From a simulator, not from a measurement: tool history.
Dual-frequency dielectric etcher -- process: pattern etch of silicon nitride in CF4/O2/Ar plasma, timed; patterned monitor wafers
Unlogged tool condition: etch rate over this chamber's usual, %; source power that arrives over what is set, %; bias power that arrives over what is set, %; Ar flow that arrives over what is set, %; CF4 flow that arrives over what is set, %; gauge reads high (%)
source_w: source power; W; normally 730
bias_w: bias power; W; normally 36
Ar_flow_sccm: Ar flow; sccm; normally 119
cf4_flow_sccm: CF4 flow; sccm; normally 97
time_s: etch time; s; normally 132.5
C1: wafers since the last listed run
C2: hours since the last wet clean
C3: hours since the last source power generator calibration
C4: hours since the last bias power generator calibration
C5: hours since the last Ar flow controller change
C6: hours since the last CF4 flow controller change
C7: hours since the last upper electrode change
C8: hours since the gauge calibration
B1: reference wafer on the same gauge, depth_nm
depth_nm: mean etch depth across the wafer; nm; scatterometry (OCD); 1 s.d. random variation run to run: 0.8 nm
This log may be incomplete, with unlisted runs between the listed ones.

{"run": 1, "hour": 0.0, "source_w": 730, "bias_w": 36, "Ar_flow_sccm": 119, "cf4_flow_sccm": 97, "time_s": 132.5, "C1": 0, "C2": 407.1, "C3": 2825.6, "C4": 1618.2, "C5": 2904.7, "C6": 1348.3, "C7": 4693.8, "C8": 147.4, "B1": 311.7, "depth_nm": 265.2}
{"run": 2, "hour": 10.2, "source_w": 730, "bias_w": 36, "Ar_flow_sccm": 119, "cf4_flow_sccm": 97, "time_s": 132.5, "C1": 54, "C2": 417.3, "C3": 2835.8, "C4": 1628.4, "C5": 2914.9, "C6": 1358.5, "C7": 4704.0, "C8": 157.6, "B1": 311.9, "depth_nm": 263.9}
{"run": 3, "hour": 19.4, "source_w": 730, "bias_w": 36, "Ar_flow_sccm": 119, "cf4_flow_sccm": 97, "time_s": 132.5, "C1": 49, "C2": 426.5, "C3": 2845.0, "C4": 1637.6, "C5": 2924.1, "C6": 1367.7, "C7": 4713.2, "C8": 166.8, "B1": 311.9, "depth_nm": 265.2}
{"run": 4, "hour": 47.3, "source_w": 730, "bias_w": 36, "Ar_flow_sccm": 119, "cf4_flow_sccm": 97, "time_s": 132.5, "C1": 149, "C2": 454.4, "C3": 2872.9, "C4": 1665.5, "C5": 2952.0, "C6": 1395.6, "C7": 4741.1, "C8": 194.7, "B1": 312.2, "depth_nm": 265.6}
{"run": 5, "hour": 54.7, "source_w": 730, "bias_w": 36, "Ar_flow_sccm": 119, "cf4_flow_sccm": 97, "time_s": 132.5, "C1": 39, "C2": 461.8, "C3": 2880.3, "C4": 1672.9, "C5": 2959.4, "C6": 1403.0, "C7": 4748.5, "C8": 202.1, "B1": 311.9, "depth_nm": 266.1}
{"run": 6, "hour": 67.3, "source_w": 730, "bias_w": 36, "Ar_flow_sccm": 119, "cf4_flow_sccm": 97, "time_s": 132.5, "C1": 67, "C2": 474.4, "C3": 2892.9, "C4": 1685.5, "C5": 2972.0, "C6": 1415.6, "C7": 4761.1, "C8": 214.7, "B1": 312.0, "depth_nm": 264.9}
{"run": 7, "hour": 74.7, "source_w": 730, "bias_w": 36, "Ar_flow_sccm": 119, "cf4_flow_sccm": 97, "time_s": 132.5, "C1": 39, "C2": 481.8, "C3": 2900.3, "C4": 1692.9, "C5": 2979.4, "C6": 1423.0, "C7": 4768.5, "C8": 222.1, "B1": 312.1, "depth_nm": 264.9}
{"hour": 89.9, "done": "CF4 flow controller replaced"}
{"run": 8, "hour": 90.4, "source_w": 730, "bias_w": 36, "Ar_flow_sccm": 119, "cf4_flow_sccm": 97, "time_s": 132.5, "C1": 52, "C2": 497.5, "C3": 2916.0, "C4": 1708.6, "C5": 2995.1, "C6": 0.5, "C7": 4784.2, "C8": 237.8, "B1": 312.2, "depth_nm": 266.3}
{"hour": 93.7, "done": "gauge calibrated"}
{"run": 9, "hour": 94.5, "source_w": 730, "bias_w": 36, "Ar_flow_sccm": 119, "cf4_flow_sccm": 102, "time_s": 132.5, "C1": 21, "C2": 501.6, "C3": 2920.1, "C4": 1712.7, "C5": 2999.2, "C6": 4.6, "C7": 4788.3, "C8": 0.8, "B1": 312.0, "depth_nm": 268.8}
{"run": 10, "hour": 100.6, "source_w": 560, "bias_w": 31, "Ar_flow_sccm": 119, "cf4_flow_sccm": 112, "time_s": 119.5, "C1": 32, "C2": 507.7, "C3": 2926.2, "C4": 1718.8, "C5": 3005.3, "C6": 10.7, "C7": 4794.4, "C8": 6.9, "B1": 312.4, "depth_nm": 172.7}
{"hour": 121.5, "done": "Ar flow controller replaced"}
{"run": 11, "hour": 122.0, "source_w": 580, "bias_w": 36, "Ar_flow_sccm": 119, "cf4_flow_sccm": 97, "time_s": 132.5, "C1": 82, "C2": 529.1, "C3": 2947.6, "C4": 1740.2, "C5": 0.5, "C6": 32.1, "C7": 4815.8, "C8": 28.3, "B1": 311.9, "depth_nm": 206.7}
{"run": 12, "hour": 125.8, "source_w": 640, "bias_w": 36, "Ar_flow_sccm": 119, "cf4_flow_sccm": 97, "time_s": 132.5, "C1": 20, "C2": 532.9, "C3": 2951.4, "C4": 1744.0, "C5": 4.3, "C6": 35.9, "C7": 4819.6, "C8": 32.1, "B1": 311.8, "depth_nm": 229.9}

Expected results for the next run?
{"hour": 150.6, "done": "wet clean of the chamber"}
{"hour": 153.2, "done": "bias power generator calibrated"}
{"hour": 173.1, "done": "source power generator calibrated"}
{"hour": 183.2, "done": "upper electrode replaced"}
{"run": 13, "hour": 183.7, "source_w": 670, "bias_w": 36, "Ar_flow_sccm": 142, "cf4_flow_sccm": 97, "time_s": 132.5, "C1": 92, "C2": 33.1, "C3": 10.6, "C4": 30.5, "C5": 62.2, "C6": 93.8, "C7": 0.5, "C8": 90.0, "B1": "?", "depth_nm": "?"}

Run 13 yielded B1 312.0, depth_nm 237.9 nm.
Without the tool's hidden state the same run would have given depth_nm 237.9 nm.
